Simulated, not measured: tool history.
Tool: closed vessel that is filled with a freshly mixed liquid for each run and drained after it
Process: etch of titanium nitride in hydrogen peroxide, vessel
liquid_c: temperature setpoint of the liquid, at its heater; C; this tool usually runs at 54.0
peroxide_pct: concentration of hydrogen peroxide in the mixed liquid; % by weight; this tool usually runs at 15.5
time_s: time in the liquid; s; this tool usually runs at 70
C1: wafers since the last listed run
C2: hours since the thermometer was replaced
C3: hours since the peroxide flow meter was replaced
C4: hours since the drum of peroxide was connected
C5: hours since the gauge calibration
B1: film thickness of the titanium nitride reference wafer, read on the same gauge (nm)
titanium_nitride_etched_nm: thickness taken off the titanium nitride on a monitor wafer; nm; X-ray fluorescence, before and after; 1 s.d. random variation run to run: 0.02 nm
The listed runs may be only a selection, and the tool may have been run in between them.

run 1 hour=0.0 | liquid_c=54.0 peroxide_pct=15.5 time_s=70 | C1=0 C2=2236.7 C3=1364.8 C4=1260.5 C5=122.0 | B1=149.97 | titanium_nitride_etched_nm=4.06
run 2 hour=10.6 | liquid_c=54.0 peroxide_pct=15.5 time_s=70 | C1=691 C2=2247.3 C3=1375.4 C4=1271.1 C5=132.6 | B1=150.01 | titanium_nitride_etched_nm=4.08
run 3 hour=24.1 | liquid_c=54.0 peroxide_pct=19.0 time_s=70 | C1=880 C2=2260.8 C3=1388.9 C4=1284.6 C5=146.1 | B1=150.03 | titanium_nitride_etched_nm=4.26
-- hour=37.5 gauge calibrated
run 4 hour=39.9 | liquid_c=54.0 peroxide_pct=19.0 time_s=70 | C1=1030 C2=2276.6 C3=1404.7 C4=1300.4 C5=2.4 | B1=150.02 | titanium_nitride_etched_nm=4.23
run 5 hour=51.0 | liquid_c=54.0 peroxide_pct=19.0 time_s=70 | C1=723 C2=2287.7 C3=1415.8 C4=1311.5 C5=13.5 | B1=150.00 | titanium_nitride_etched_nm=4.23
run 6 hour=60.7 | liquid_c=54.0 peroxide_pct=15.5 time_s=70 | C1=632 C2=2297.4 C3=1425.5 C4=1321.2 C5=23.2 | B1=150.02 | titanium_nitride_etched_nm=4.05
run 7 hour=70.1 | liquid_c=54.0 peroxide_pct=15.5 time_s=70 | C1=612 C2=2306.8 C3=1434.9 C4=1330.6 C5=32.6 | B1=150.00 | titanium_nitride_etched_nm=4.08
run 8 hour=78.0 | liquid_c=54.0 peroxide_pct=16.5 time_s=70 | C1=515 C2=2314.7 C3=1442.8 C4=1338.5 C5=40.5 | B1=149.98 | titanium_nitride_etched_nm=4.10
-- hour=87.1 thermometer replaced
run 9 hour=92.3 | liquid_c=54.0 peroxide_pct=16.5 time_s=70 | C1=867 C2=5.2 C3=1457.1 C4=1352.8 C5=54.8 | B1=149.99 | titanium_nitride_etched_nm=4.93
run 10 hour=109.3 | liquid_c=54.0 peroxide_pct=15.5 time_s=60 | C1=1108 C2=22.2 C3=1474.1 C4=1369.8 C5=71.8 | B1=149.99 | titanium_nitride_etched_nm=4.16
run 11 hour=121.8 | liquid_c=57.5 peroxide_pct=16.5 time_s=95 | C1=814 C2=34.7 C3=1486.6 C4=1382.3 C5=84.3 | B1=150.00 | titanium_nitride_etched_nm=8.51
run 12 hour=133.0 | liquid_c=54.0 peroxide_pct=12.0 time_s=50 | C1=730 C2=45.9 C3=1497.8 C4=1393.5 C5=95.5 | B1=149.95 | titanium_nitride_etched_nm=3.26
-- hour=139.0 new drum of peroxide connected
run 13 hour=141.4 | liquid_c=54.0 peroxide_pct=15.5 time_s=35 | C1=482 C2=54.3 C3=1506.2 C4=2.4 C5=103.9 | B1=150.00 | titanium_nitride_etched_nm=2.40
run 14 hour=157.7 | liquid_c=57.0 peroxide_pct=12.5 time_s=70 | C1=1062 C2=70.6 C3=1522.5 C4=18.7 C5=120.2 | B1=150.02 | titanium_nitride_etched_nm=5.66
-- hour=170.9 gauge calibrated
run 15 hour=171.0 | liquid_c=54.0 peroxide_pct=15.5 time_s=70 | C1=867 C2=83.9 C3=1535.8 C4=32.0 C5=0.1 | B1=149.97 | titanium_nitride_etched_nm=4.81
-- hour=175.9 peroxide flow meter replaced
run 16 hour=185.8 | liquid_c=54.0 peroxide_pct=17.0 time_s=70 | C1=899 C2=98.7 C3=9.9 C4=46.8 C5=14.9 | B1=150.02 | titanium_nitride_etched_nm=4.88
run 17 hour=193.7 | liquid_c=54.0 peroxide_pct=15.5 time_s=70 | C1=515 C2=106.6 C3=17.8 C4=54.7 C5=22.8 | B1=149.98 | titanium_nitride_etched_nm=4.82
run 18 hour=211.7 | liquid_c=54.0 peroxide_pct=15.5 time_s=70 | C1=1173 C2=124.6 C3=35.8 C4=72.7 C5=40.8 | B1=149.98 | titanium_nitride_etched_nm=4.79
run 19 hour=218.8 | liquid_c=61.0 peroxide_pct=15.5 time_s=70 | C1=462 C2=131.7 C3=42.9 C4=79.8 C5=47.9 | B1=150.02 | titanium_nitride_etched_nm=7.72
run 20 hour=228.8 | liquid_c=44.5 peroxide_pct=12.0 time_s=95 | C1=651 C2=141.7 C3=52.9 C4=89.8 C5=57.9 | B1=150.01 | titanium_nitride_etched_nm=3.06
run 21 hour=242.2 | liquid_c=54.0 peroxide_pct=15.5 time_s=70 | C1=873 C2=155.1 C3=66.3 C4=103.2 C5=71.3 | B1=150.02 | titanium_nitride_etched_nm=4.78

Difference, measured minus no-hidden-state, one row per run. Run-to-run variation is common to both terms; the gauge's own scatter need not be:
The hidden state here: liquid colder than its thermometer reads (K); peroxide flow above the setpoint (%); peroxide weaker than its label (%); gauge reads high (%).
run=1 titanium_nitride_etched_nm=-0.89
run=2 titanium_nitride_etched_nm=-0.90
run=3 titanium_nitride_etched_nm=-0.94
run=4 titanium_nitride_etched_nm=-0.94
run=5 titanium_nitride_etched_nm=-0.95
run=6 titanium_nitride_etched_nm=-0.91
run=7 titanium_nitride_etched_nm=-0.92
run=8 titanium_nitride_etched_nm=-0.93
run=9 titanium_nitride_etched_nm=-0.14
run=10 titanium_nitride_etched_nm=-0.12
run=11 titanium_nitride_etched_nm=-0.25
run=12 titanium_nitride_etched_nm=-0.11
run=13 titanium_nitride_etched_nm=-0.08
run=14 titanium_nitride_etched_nm=-0.19
run=15 titanium_nitride_etched_nm=-0.16
run=16 titanium_nitride_etched_nm=-0.17
run=17 titanium_nitride_etched_nm=-0.17
run=18 titanium_nitride_etched_nm=-0.18
run=19 titanium_nitride_etched_nm=-0.28
run=20 titanium_nitride_etched_nm=-0.12
run=21 titanium_nitride_etched_nm=-0.19

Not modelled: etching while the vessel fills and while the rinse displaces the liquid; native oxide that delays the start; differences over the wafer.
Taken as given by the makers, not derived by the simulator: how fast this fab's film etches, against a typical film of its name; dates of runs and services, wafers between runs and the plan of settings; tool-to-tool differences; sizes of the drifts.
